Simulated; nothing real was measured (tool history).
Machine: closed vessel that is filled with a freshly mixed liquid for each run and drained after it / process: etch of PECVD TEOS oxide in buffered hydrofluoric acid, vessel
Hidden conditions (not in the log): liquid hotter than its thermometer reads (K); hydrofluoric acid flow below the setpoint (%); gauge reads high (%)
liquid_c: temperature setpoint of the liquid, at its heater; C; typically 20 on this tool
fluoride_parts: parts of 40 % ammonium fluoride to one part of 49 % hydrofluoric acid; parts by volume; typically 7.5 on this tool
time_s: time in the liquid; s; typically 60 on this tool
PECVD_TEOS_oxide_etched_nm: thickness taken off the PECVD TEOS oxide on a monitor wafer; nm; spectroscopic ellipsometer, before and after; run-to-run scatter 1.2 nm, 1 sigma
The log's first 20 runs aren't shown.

| run | hour | liquid_c | fluoride_parts | time_s | wafers since the last listed run | hours since the thermometer was replaced | hours since the hydrofluoric acid flow meter was replaced | hours since the gauge calibration | read-back film thickness of the PECVD TEOS oxide reference wafer, read on the same gauge (nm) | PECVD_TEOS_oxide_etched_nm |
|---|---|---|---|---|---|---|---|---|---|---|
| 21 | 1451.6 | 20 | 7.5 | 95 | 9129 | 511.6 | 850.3 | 678.4 | 149.98 | 387.19 |
| 22 | 1491.7 | 18.5 | 7.5 | 60 | 3392 | 551.7 | 890.4 | 718.5 | 150.01 | 225.05 |
|  | 1528.1 | hydrofluoric acid flow meter replaced |
| 23 | 1562.9 | 17 | 6.5 | 90 | 5939 | 622.9 | 34.8 | 789.7 | 149.96 | 355 |
| 24 | 1601.7 | 21.5 | 9.5 | 45 | 3282 | 661.7 | 73.6 | 828.5 | 150 | 157.48 |
| 25 | 1677.4 | 17.5 | 7.5 | 60 | 6405 | 737.4 | 149.3 | 904.2 | 150.01 | 211.44 |
| 26 | 1773 | 20 | 7.5 | 60 | 8088 | 833 | 244.9 | 999.8 | 149.99 | 243.96 |
| 27 | 1876.3 | 20 | 7.5 | 75 | 8740 | 936.3 | 348.2 | 1103.1 | 150 | 304.77 |
| 28 | 1956.9 | 23 | 8.5 | 45 | 6819 | 1016.9 | 428.8 | 1183.7 | 150.04 | 189.13 |
| 29 | 2038.9 | 20 | 7.5 | 60 | 6938 | 1098.9 | 510.8 | 1265.7 | 149.94 | 243.92 |
| 30 | 2085.5 | 22 | 6 | 90 | 3942 | 1145.5 | 557.4 | 1312.3 | 149.97 | 504.15 |
| 31 | 2157.3 | 20 | 7.5 | 60 | 6075 | 1217.3 | 629.2 | 1384.1 | 150 | 244.49 |
| 32 | 2263.4 | 20 | 7.5 | 60 | 8977 | 1323.4 | 735.3 | 1490.2 | 150.02 | 243.73 |

Alternative continuations, all from the tool just after run 32; predict every row:
| A | 2264.1 | 20 | 6 | 60 | 59 | 1324.1 | 736 | 1490.9 | ? | ? |
| B | 2264.1 | 20 | 7.5 | 40 | 59 | 1324.1 | 736 | 1490.9 | ? | ? |
| C | 2264.1 | 20 | 9 | 40 | 59 | 1324.1 | 736 | 1490.9 | ? | ? |
| D | 2264.1 | 24.5 | 9 | 75 | 59 | 1324.1 | 736 | 1490.9 | ? | ? |
| E | 2264.1 | 18.5 | 7.5 | 45 | 59 | 1324.1 | 736 | 1490.9 | ? | ? |

| run | read-back film thickness of the PECVD TEOS oxide reference wafer, read on the same gauge (nm) | PECVD_TEOS_oxide_etched_nm |
|---|---|---|
| A | 150 | 301.45 |
| B | 150 | 163.19 |
| C | 150 | 133.92 |
| D | 150 | 321.81 |
| E | 150 | 168.74 |
Stripped of hidden state, with their random variation kept, the same runs would have yielded:
| run | PECVD_TEOS_oxide_etched_nm |
|---|---|
| A | 301.45 |
| B | 163.19 |
| C | 133.92 |
| D | 321.81 |
| E | 168.74 |

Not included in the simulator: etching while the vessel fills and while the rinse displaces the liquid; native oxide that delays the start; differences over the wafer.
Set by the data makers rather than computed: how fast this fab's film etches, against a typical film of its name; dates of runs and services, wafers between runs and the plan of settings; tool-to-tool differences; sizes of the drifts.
